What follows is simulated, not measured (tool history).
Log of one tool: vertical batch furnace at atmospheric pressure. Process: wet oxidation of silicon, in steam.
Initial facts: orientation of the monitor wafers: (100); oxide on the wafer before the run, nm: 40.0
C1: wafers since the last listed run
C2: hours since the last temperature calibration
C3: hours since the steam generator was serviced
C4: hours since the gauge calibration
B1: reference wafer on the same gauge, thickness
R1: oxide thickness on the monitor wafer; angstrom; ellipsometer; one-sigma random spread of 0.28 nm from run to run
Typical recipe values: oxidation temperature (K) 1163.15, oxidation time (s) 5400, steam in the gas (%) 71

run 1 hour=0.0 | oxidation_temperature_(K)=1163.15 oxidation_time_(s)=5400 steam_in_the_gas_(%)=71 | C1=0 C2=3561.9 C3=2219.9 C4=31.3 | B1=172.99 | R1=1538.6
run 2 hour=9.2 | oxidation_temperature_(K)=1163.15 oxidation_time_(s)=5400 steam_in_the_gas_(%)=71 | C1=108 C2=3571.1 C3=2229.1 C4=40.5 | B1=172.98 | R1=1535.9
run 3 hour=29.1 | oxidation_temperature_(K)=1163.15 oxidation_time_(s)=5400 steam_in_the_gas_(%)=71 | C1=234 C2=3591.0 C3=2249.0 C4=60.4 | B1=172.97 | R1=1537.7
run 4 hour=44.0 | oxidation_temperature_(K)=1163.15 oxidation_time_(s)=5400 steam_in_the_gas_(%)=71 | C1=175 C2=3605.9 C3=2263.9 C4=75.3 | B1=173.11 | R1=1540.5
run 5 hour=60.8 | oxidation_temperature_(K)=1163.15 oxidation_time_(s)=6180 steam_in_the_gas_(%)=64 | C1=198 C2=3622.7 C3=2280.7 C4=92.1 | B1=172.96 | R1=1569.3
run 6 hour=81.5 | oxidation_temperature_(K)=1163.15 oxidation_time_(s)=6180 steam_in_the_gas_(%)=64 | C1=244 C2=3643.4 C3=2301.4 C4=112.8 | B1=172.98 | R1=1563.8
run 7 hour=104.0 | oxidation_temperature_(K)=1163.15 oxidation_time_(s)=5400 steam_in_the_gas_(%)=71 | C1=265 C2=3665.9 C3=2323.9 C4=135.3 | B1=173.16 | R1=1529.9
run 8 hour=126.9 | oxidation_temperature_(K)=1163.15 oxidation_time_(s)=5400 steam_in_the_gas_(%)=71 | C1=270 C2=3688.8 C3=2346.8 C4=158.2 | B1=173.02 | R1=1532.8
run 9 hour=150.4 | oxidation_temperature_(K)=1163.15 oxidation_time_(s)=5400 steam_in_the_gas_(%)=71 | C1=277 C2=3712.3 C3=2370.3 C4=181.7 | B1=173.05 | R1=1525.9
run 10 hour=172.1 | oxidation_temperature_(K)=1163.15 oxidation_time_(s)=5400 steam_in_the_gas_(%)=71 | C1=256 C2=3734.0 C3=2392.0 C4=203.4 | B1=172.91 | R1=1528.8
run 11 hour=183.0 | oxidation_temperature_(K)=1163.15 oxidation_time_(s)=5400 steam_in_the_gas_(%)=71 | C1=128 C2=3744.9 C3=2402.9 C4=214.3 | B1=173.02 | R1=1524.2
run 12 hour=205.1 | oxidation_temperature_(K)=1185.15 oxidation_time_(s)=5400 steam_in_the_gas_(%)=71 | C1=260 C2=3767.0 C3=2425.0 C4=236.4 | B1=172.96 | R1=1928.6
-- hour=237.6 gauge calibrated
-- hour=238.3 thermocouples replaced and temperature profile calibrated
run 13 hour=238.8 | oxidation_temperature_(K)=1147.15 oxidation_time_(s)=6690 steam_in_the_gas_(%)=82 | C1=114 C2=0.5 C3=2458.7 C4=1.2 | B1=173.07 | R1=1629.5
-- hour=264.9 steam generator serviced
run 14 hour=265.4 | oxidation_temperature_(K)=1175.15 oxidation_time_(s)=7290 steam_in_the_gas_(%)=71 | C1=30 C2=27.1 C3=0.5 C4=27.8 | B1=173.01 | R1=2293.4
run 15 hour=271.2 | oxidation_temperature_(K)=1163.15 oxidation_time_(s)=3390 steam_in_the_gas_(%)=71 | C1=68 C2=32.9 C3=6.3 C4=33.6 | B1=172.98 | R1=1177.2
run 16 hour=282.1 | oxidation_temperature_(K)=1179.15 oxidation_time_(s)=5400 steam_in_the_gas_(%)=71 | C1=128 C2=43.8 C3=17.2 C4=44.5 | B1=172.97 | R1=1927.4
run 17 hour=306.5 | oxidation_temperature_(K)=1163.15 oxidation_time_(s)=7860 steam_in_the_gas_(%)=61 | C1=288 C2=68.2 C3=41.6 C4=68.9 | B1=173.06 | R1=1895.3
run 18 hour=347.0 | oxidation_temperature_(K)=1142.15 oxidation_time_(s)=3840 steam_in_the_gas_(%)=80 | C1=478 C2=108.7 C3=82.1 C4=109.4 | B1=173.04 | R1=1096.2
run 19 hour=364.6 | oxidation_temperature_(K)=1138.15 oxidation_time_(s)=7800 steam_in_the_gas_(%)=81 | C1=207 C2=126.3 C3=99.7 C4=127.0 | B1=173.04 | R1=1724.6

Difference, measured minus no-hidden-state, one row per run. Run-to-run variation is common to both terms; the gauge's own scatter need not be:
What the log doesn't record here: true tube temperature minus thermocouple reading, K; steam share off its setpoint, % of the setpoint; gauge reads high (%).
run=1 R1=-82.2
run=2 R1=-82.6
run=3 R1=-84.1
run=4 R1=-85.4
run=5 R1=-88.6
run=6 R1=-89.8
run=7 R1=-89.0
run=8 R1=-90.8
run=9 R1=-92.1
run=10 R1=-93.9
run=11 R1=-94.4
run=12 R1=-123.6
run=13 R1=-108.4
run=14 R1=-8.8
run=15 R1=-4.0
run=16 R1=-7.2
run=17 R1=-7.2
run=18 R1=-3.8
run=19 R1=-6.7
